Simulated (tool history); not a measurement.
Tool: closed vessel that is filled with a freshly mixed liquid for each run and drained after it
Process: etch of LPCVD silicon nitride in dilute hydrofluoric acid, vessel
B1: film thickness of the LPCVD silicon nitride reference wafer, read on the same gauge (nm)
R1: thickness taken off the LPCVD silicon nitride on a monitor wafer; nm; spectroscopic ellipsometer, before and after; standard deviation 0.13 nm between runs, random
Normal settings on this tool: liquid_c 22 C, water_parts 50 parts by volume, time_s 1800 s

Run 1, hour 0: usual settings but time_s 1445 s; B1 39.98. Result: R1 14.26 nm.
Run 2, hour 32.9: usual settings but time_s 1445 s; B1 40.02. Result: R1 14.43 nm.
Run 3, hour 65.7: usual settings; B1 40.01. Result: R1 18.07 nm.
At hour 98.2: thermometer replaced.
Run 4, hour 102.4: usual settings; B1 40.01. Result: R1 19.45 nm.
Run 5, hour 164.6: usual settings; B1 40.02. Result: R1 19.4 nm.
Run 6, hour 196.6: usual settings; B1 40.02. Result: R1 19.39 nm.
Run 7, hour 239.9: usual settings; B1 39.97. Result: R1 19.57 nm.
Run 8, hour 289.8: usual settings but water_parts 70 parts by volume; B1 40. Result: R1 14.02 nm.
At hour 331.4: hydrofluoric acid flow meter replaced.
Run 9, hour 348.2: usual settings but time_s 1450 s; B1 40. Result: R1 15.78 nm.
Run 10, hour 419.2: usual settings but time_s 1450 s; B1 39.99. Result: R1 15.84 nm.
At hour 431.8: thermometer replaced, repeated, since the last time left the tool worse.
Run 11, hour 443.7: usual settings; B1 39.99. Result: R1 16.36 nm.
Run 12, hour 495.9: usual settings; B1 39.99. Result: R1 15.98 nm.
Run 13, hour 547.7: usual settings; B1 39.99. Result: R1 16.16 nm.
Run 14, hour 601.5: usual settings but water_parts 60 parts by volume, time_s 1380 s; B1 40.02. Result: R1 10.53 nm.
Run 15, hour 644.4: usual settings but liquid_c 20 C, water_parts 70 parts by volume, time_s 2645 s; B1 40.03. Result: R1 14.96 nm.
At hour 673.2: gauge calibrated.
Run 16, hour 688.3: usual settings but liquid_c 25.5 C, time_s 2135 s; B1 39.99. Result: R1 24.64 nm.
Run 17, hour 729.3: usual settings but liquid_c 20.5 C, water_parts 40 parts by volume, time_s 1425 s; B1 39.98. Result: R1 14.53 nm.
At hour 742.2: hydrofluoric acid flow meter replaced.
Run 18, hour 783.6: usual settings but liquid_c 27 C, water_parts 25 parts by volume, time_s 2880 s; B1 40.01. Result: R1 72.4 nm.
Run 19, hour 847.4: usual settings but liquid_c 25.5 C, time_s 1295 s; B1 39.99. Result: R1 15.12 nm.
Run 20, hour 871.9: usual settings but liquid_c 18.5 C, water_parts 60 parts by volume; B1 40. Result: R1 10.9 nm.
Run 21, hour 913.1: usual settings but time_s 1445 s; B1 39.98. Result: R1 13.5 nm.
Run 22, hour 958: usual settings but liquid_c 20 C, water_parts 70 parts by volume; B1 40. Result: R1 10.41 nm.
Run 23, hour 985.2: usual settings but liquid_c 19 C; B1 39.98. Result: R1 13.53 nm.
Run 24, hour 1045: usual settings; B1 40.03. Result: R1 16.62 nm.
Run 25, hour 1095.2: usual settings but water_parts 35 parts by volume, time_s 1410 s; B1 39.99. Result: R1 18.53 nm.
Run 26, hour 1137.7: usual settings; B1 39.98. Result: R1 17.03 nm.
At hour 1168.3: hydrofluoric acid flow meter replaced.
Run 27, hour 1184: usual settings but water_parts 40 parts by volume, time_s 2445 s; B1 39.99. Result: R1 28.52 nm.
Run 28, hour 1210: usual settings; B1 39.98. Result: R1 17.01 nm.
Run 29, hour 1261.2: usual settings but liquid_c 26.5 C, water_parts 35 parts by volume, time_s 1105 s; B1 39.99. Result: R1 20.19 nm.
Run 30, hour 1302: usual settings but liquid_c 25 C, water_parts 60 parts by volume, time_s 2240 s; B1 40. Result: R1 21.64 nm.
Run 31, hour 1365.4: usual settings; B1 40.01. Result: R1 17.29 nm.

Each row is a separate what-if for the run after 31, all from the same tool condition, not one after another. Results?
Run A, hour 1366.6: usual settings; B1 ?. Result: R1 ?.
Run B, hour 1366.6: usual settings but water_parts 40 parts by volume; B1 ?. Result: R1 ?.
Run C, hour 1366.6: usual settings but liquid_c 18 C, time_s 2305 s; B1 ?. Result: R1 ?.
Run D, hour 1366.6: usual settings but liquid_c 25 C, water_parts 35 parts by volume; B1 ?. Result: R1 ?.
Run E, hour 1366.6: usual settings but liquid_c 23.5 C, water_parts 75 parts by volume, time_s 1100 s; B1 ?. Result: R1 ?.

run  B1     R1
  A  40  17.03
  B  40  21.16
  C  40  16.55
  D  40  29.52
  E  40   7.73
Take away the tool's hidden state, keep each run's random variation, and the runs would have read:
run     R1
  A   15.8
  B  19.63
  C  15.32
  D  27.41
  E   7.18
